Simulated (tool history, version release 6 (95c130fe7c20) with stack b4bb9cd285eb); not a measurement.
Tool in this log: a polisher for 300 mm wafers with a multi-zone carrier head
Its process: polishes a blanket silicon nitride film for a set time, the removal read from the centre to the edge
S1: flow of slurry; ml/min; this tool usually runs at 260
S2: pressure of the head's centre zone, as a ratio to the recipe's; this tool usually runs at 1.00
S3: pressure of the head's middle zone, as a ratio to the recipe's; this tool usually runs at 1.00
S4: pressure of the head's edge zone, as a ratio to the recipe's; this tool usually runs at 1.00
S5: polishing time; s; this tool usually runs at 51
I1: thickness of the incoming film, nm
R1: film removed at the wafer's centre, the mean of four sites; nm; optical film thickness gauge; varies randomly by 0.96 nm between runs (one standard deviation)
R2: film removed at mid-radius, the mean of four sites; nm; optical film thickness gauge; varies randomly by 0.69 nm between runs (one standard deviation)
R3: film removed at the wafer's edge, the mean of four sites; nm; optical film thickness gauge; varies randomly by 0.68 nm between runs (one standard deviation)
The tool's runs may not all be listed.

run 1 hour=0.0 | S1=260 S2=1.00 S3=1.00 S4=0.92 S5=51 | I1=826.9 | R1=54.3 R2=55.7 R3=55.0
-- hour=48.4 edge zone pressure recalibrated
run 2 hour=53.0 | S1=260 S2=0.95 S3=1.00 S4=1.05 S5=51 | I1=821.1 | R1=51.9 R2=55.1 R3=56.8
-- hour=90.6 slurry nozzle cleaned
-- hour=90.8 carrier head's membrane replaced by a new one
run 3 hour=98.3 | S1=260 S2=1.00 S3=1.00 S4=1.00 S5=51 | I1=816.1 | R1=56.6 R2=59.9 R3=58.1
run 4 hour=162.9 | S1=260 S2=1.00 S3=1.00 S4=0.92 S5=51 | I1=827.4 | R1=56.4 R2=56.7 R3=54.1
-- hour=175.5 worn pad replaced by a new one
run 5 hour=222.8 | S1=260 S2=1.00 S3=1.00 S4=1.00 S5=61 | I1=820.1 | R1=73.3 R2=74.3 R3=75.4
run 6 hour=291.5 | S1=310 S2=1.00 S3=1.00 S4=1.00 S5=51 | I1=810.0 | R1=60.4 R2=61.4 R3=59.8
run 7 hour=347.0 | S1=260 S2=1.00 S3=1.00 S4=1.00 S5=51 | I1=822.7 | R1=58.3 R2=57.0 R3=57.7
-- hour=389.9 centre zone pressure recalibrated
run 8 hour=393.3 | S1=185 S2=1.00 S3=1.00 S4=1.00 S5=43 | I1=806.3 | R1=42.3 R2=43.6 R3=44.6
run 9 hour=432.3 | S1=235 S2=0.93 S3=1.00 S4=1.00 S5=45 | I1=823.3 | R1=43.3 R2=47.5 R3=49.0
-- hour=475.4 edge zone pressure recalibrated
run 10 hour=478.4 | S1=260 S2=0.94 S3=0.96 S4=0.91 S5=51 | I1=819.5 | R1=50.2 R2=51.4 R3=53.1
run 11 hour=517.0 | S1=260 S2=1.08 S3=1.00 S4=1.00 S5=33 | I1=813.5 | R1=34.5 R2=33.8 R3=34.8
-- hour=522.0 worn pad replaced by a new one
run 12 hour=542.3 | S1=260 S2=1.00 S3=1.00 S4=0.89 S5=51 | I1=827.1 | R1=58.3 R2=60.1 R3=57.7
-- hour=556.3 slurry nozzle cleaned
run 13 hour=577.3 | S1=260 S2=1.00 S3=1.08 S4=0.89 S5=61 | I1=809.8 | R1=75.8 R2=82.0 R3=71.3
run 14 hour=633.3 | S1=290 S2=1.07 S3=1.05 S4=1.00 S5=51 | I1=825.3 | R1=64.0 R2=65.8 R3=61.9
run 15 hour=680.6 | S1=260 S2=1.00 S3=0.97 S4=1.07 S5=51 | I1=815.5 | R1=58.7 R2=58.9 R3=61.5
run 16 hour=751.7 | S1=350 S2=1.05 S3=0.96 S4=1.00 S5=44 | I1=824.6 | R1=53.0 R2=50.2 R3=51.7
run 17 hour=778.1 | S1=260 S2=1.00 S3=1.11 S4=1.09 S5=51 | I1=818.6 | R1=55.3 R2=63.0 R3=60.1
run 18 hour=831.6 | S1=190 S2=1.00 S3=1.00 S4=0.92 S5=51 | I1=817.1 | R1=49.4 R2=49.9 R3=51.2
run 19 hour=878.2 | S1=260 S2=1.10 S3=1.07 S4=0.96 S5=57 | I1=820.2 | R1=62.4 R2=62.2 R3=58.9
-- hour=899.9 worn pad replaced by a new one
-- hour=901.0 edge zone pressure recalibrated
run 20 hour=917.9 | S1=310 S2=0.92 S3=1.00 S4=1.10 S5=51 | I1=810.2 | R1=57.6 R2=62.6 R3=65.7
run 21 hour=972.3 | S1=260 S2=1.00 S3=1.00 S4=1.00 S5=51 | I1=808.3 | R1=58.2 R2=58.6 R3=60.4

Alternative continuations, all from the tool just after run 21; predict every row:
run A hour=972.7 | S1=260 S2=1.00 S3=1.00 S4=1.00 S5=45 | I1=818.8 | R1=? R2=? R3=?
run B hour=972.7 | S1=260 S2=1.11 S3=1.00 S4=1.00 S5=51 | I1=818.8 | R1=? R2=? R3=?
run C hour=972.7 | S1=260 S2=0.89 S3=1.00 S4=1.00 S5=51 | I1=818.8 | R1=? R2=? R3=?
run D hour=972.7 | S1=260 S2=1.00 S3=0.94 S4=1.11 S5=67 | I1=818.8 | R1=? R2=? R3=?
run E hour=972.7 | S1=260 S2=0.91 S3=1.05 S4=0.95 S5=51 | I1=818.8 | R1=? R2=? R3=?

run=A R1=51.6 R2=51.8 R3=52.8
run=B R1=63.0 R2=58.7 R3=59.8
run=C R1=53.9 R2=58.7 R3=59.8
run=D R1=76.7 R2=73.2 R3=82.8
run=E R1=54.8 R2=61.2 R3=58.3
With no hidden state in the tool, these same runs would have given:
run=A R1=59.6 R2=59.2 R3=58.9
run=B R1=72.8 R2=67.1 R3=66.7
run=C R1=62.3 R2=67.1 R3=66.7
run=D R1=88.7 R2=83.7 R3=92.4
run=E R1=63.3 R2=70.0 R3=65.1
